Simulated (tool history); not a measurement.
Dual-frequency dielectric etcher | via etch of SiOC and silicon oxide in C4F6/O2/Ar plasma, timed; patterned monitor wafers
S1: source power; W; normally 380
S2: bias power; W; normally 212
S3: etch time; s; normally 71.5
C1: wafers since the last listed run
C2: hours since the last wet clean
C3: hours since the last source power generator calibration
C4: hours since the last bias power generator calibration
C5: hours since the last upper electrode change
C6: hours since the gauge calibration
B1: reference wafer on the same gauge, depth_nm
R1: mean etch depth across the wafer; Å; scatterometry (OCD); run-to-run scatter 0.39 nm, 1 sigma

Run 1, hour 0.0: usual settings; C1 0; C2 244.7; C3 846.1; C4 3310.7; C5 1514.2; C6 735.7; B1 90.2. Result: R1 851 Å.
Run 2, hour 42.9: usual settings; C1 429; C2 287.6; C3 889.0; C4 3353.6; C5 1557.1; C6 778.6; B1 90.1. Result: R1 840 Å.
At hour 150.7: wet clean of the chamber.
Run 3, hour 151.2: usual settings; C1 844; C2 0.5; C3 997.3; C4 3461.9; C5 1665.4; C6 886.9; B1 90.3. Result: R1 857 Å.
Run 4, hour 215.1: usual settings; C1 639; C2 64.4; C3 1061.2; C4 3525.8; C5 1729.3; C6 950.8; B1 90.2. Result: R1 847 Å.
Run 5, hour 302.2: usual settings; C1 872; C2 151.5; C3 1148.3; C4 3612.9; C5 1816.4; C6 1037.9; B1 90.2. Result: R1 840 Å.
Run 6, hour 387.4: usual settings; C1 853; C2 236.7; C3 1233.5; C4 3698.1; C5 1901.6; C6 1123.1; B1 90.2. Result: R1 838 Å.
Run 7, hour 448.7: usual settings but S2 193 W, S3 62.0 s; C1 613; C2 298.0; C3 1294.8; C4 3759.4; C5 1962.9; C6 1184.4; B1 90.3. Result: R1 699 Å.
At hour 529.4: wet clean of the chamber.
Run 8, hour 529.9: usual settings; C1 572; C2 0.5; C3 1376.0; C4 3840.6; C5 2044.1; C6 1265.6; B1 90.3. Result: R1 844 Å.
Run 9, hour 601.0: usual settings; C1 712; C2 71.6; C3 1447.1; C4 3911.7; C5 2115.2; C6 1336.7; B1 90.3. Result: R1 844 Å.
At hour 675.3: upper electrode replaced.
Run 10, hour 685.7: usual settings; C1 607; C2 156.3; C3 1531.8; C4 3996.4; C5 10.4; C6 1421.4; B1 90.2. Result: R1 844 Å.
At hour 738.3: gauge calibrated.
Run 11, hour 785.7: usual settings; C1 1001; C2 256.3; C3 1631.8; C4 4096.4; C5 110.4; C6 47.4; B1 90.2. Result: R1 835 Å.
Run 12, hour 850.6: usual settings; C1 649; C2 321.2; C3 1696.7; C4 4161.3; C5 175.3; C6 112.3; B1 90.1. Result: R1 839 Å.
At hour 881.1: bias power generator calibrated.
At hour 907.5: wet clean of the chamber.
Run 13, hour 923.4: usual settings; C1 448; C2 15.9; C3 1769.5; C4 42.3; C5 248.1; C6 185.1; B1 90.1. Result: R1 846 Å.
At hour 968.4: source power generator calibrated.
Run 14, hour 1000.1: usual settings but S1 350 W, S2 197 W; C1 728; C2 92.6; C3 31.7; C4 119.0; C5 324.8; C6 261.8; B1 90.2. Result: R1 807 Å.
Run 15, hour 1081.7: usual settings but S2 238 W, S3 54.0 s; C1 817; C2 174.2; C3 113.3; C4 200.6; C5 406.4; C6 343.4; B1 90.2. Result: R1 671 Å.
Run 16, hour 1124.5: usual settings but S1 470 W, S2 173 W, S3 52.0 s; C1 428; C2 217.0; C3 156.1; C4 243.4; C5 449.2; C6 386.2; B1 90.3. Result: R1 643 Å.
Run 17, hour 1192.9: usual settings; C1 684; C2 285.4; C3 224.5; C4 311.8; C5 517.6; C6 454.6; B1 90.2. Result: R1 854 Å.
Run 18, hour 1234.8: usual settings but S3 55.5 s; C1 419; C2 327.3; C3 266.4; C4 353.7; C5 559.5; C6 496.5; B1 90.2. Result: R1 659 Å.
At hour 1294.3: wet clean of the chamber.
Run 19, hour 1310.1: usual settings but S1 280 W, S2 178 W, S3 51.0 s; C1 513; C2 15.8; C3 341.7; C4 429.0; C5 634.8; C6 571.8; B1 90.2. Result: R1 495 Å.
Run 20, hour 1407.0: usual settings but S1 340 W, S2 258 W, S3 85.0 s; C1 970; C2 112.7; C3 438.6; C4 525.9; C5 731.7; C6 668.7; B1 90.3. Result: R1 1029 Å.
Run 21, hour 1453.3: usual settings but S1 320 W, S3 64.0 s; C1 463; C2 159.0; C3 484.9; C4 572.2; C5 778.0; C6 715.0; B1 90.3. Result: R1 704 Å.
Run 22, hour 1505.4: usual settings but S2 232 W; C1 521; C2 211.1; C3 537.0; C4 624.3; C5 830.1; C6 767.1; B1 90.4. Result: R1 873 Å.
Run 23, hour 1541.6: usual settings; C1 362; C2 247.3; C3 573.2; C4 660.5; C5 866.3; C6 803.3; B1 90.2. Result: R1 844 Å.
Run 24, hour 1588.0: usual settings but S1 280 W, S2 249 W, S3 84.5 s; C1 464; C2 293.7; C3 619.6; C4 706.9; C5 912.7; C6 849.7; B1 90.1. Result: R1 907 Å.
At hour 1629.1: wet clean of the chamber.
Run 25, hour 1668.4: usual settings but S2 247 W, S3 65.0 s; C1 564; C2 39.3; C3 700.0; C4 787.3; C5 993.1; C6 930.1; B1 90.3. Result: R1 822 Å.
Run 26, hour 1721.1: usual settings; C1 527; C2 92.0; C3 752.7; C4 840.0; C5 1045.8; C6 982.8; B1 90.1. Result: R1 855 Å.

Branching from run 26: 4 alternative next runs. What would each branch give?
Run A, hour 1721.5: usual settings; C1 4; C2 92.4; C3 753.1; C4 840.4; C5 1046.2; C6 983.2; B1 ?. Result: R1 ?.
Run B, hour 1721.5: usual settings but S1 330 W, S2 244 W, S3 54.5 s; C1 4; C2 92.4; C3 753.1; C4 840.4; C5 1046.2; C6 983.2; B1 ?. Result: R1 ?.
Run C, hour 1721.5: usual settings but S1 440 W; C1 4; C2 92.4; C3 753.1; C4 840.4; C5 1046.2; C6 983.2; B1 ?. Result: R1 ?.
Run D, hour 1721.5: usual settings but S1 460 W, S3 59.0 s; C1 4; C2 92.4; C3 753.1; C4 840.4; C5 1046.2; C6 983.2; B1 ?. Result: R1 ?.

run    B1   R1
  A  90.3  855
  B  90.3  639
  C  90.3  918
  D  90.3  773
What these runs would have given with no unlogged condition in the tool:
run   R1
  A  865
  B  646
  C  928
  D  782
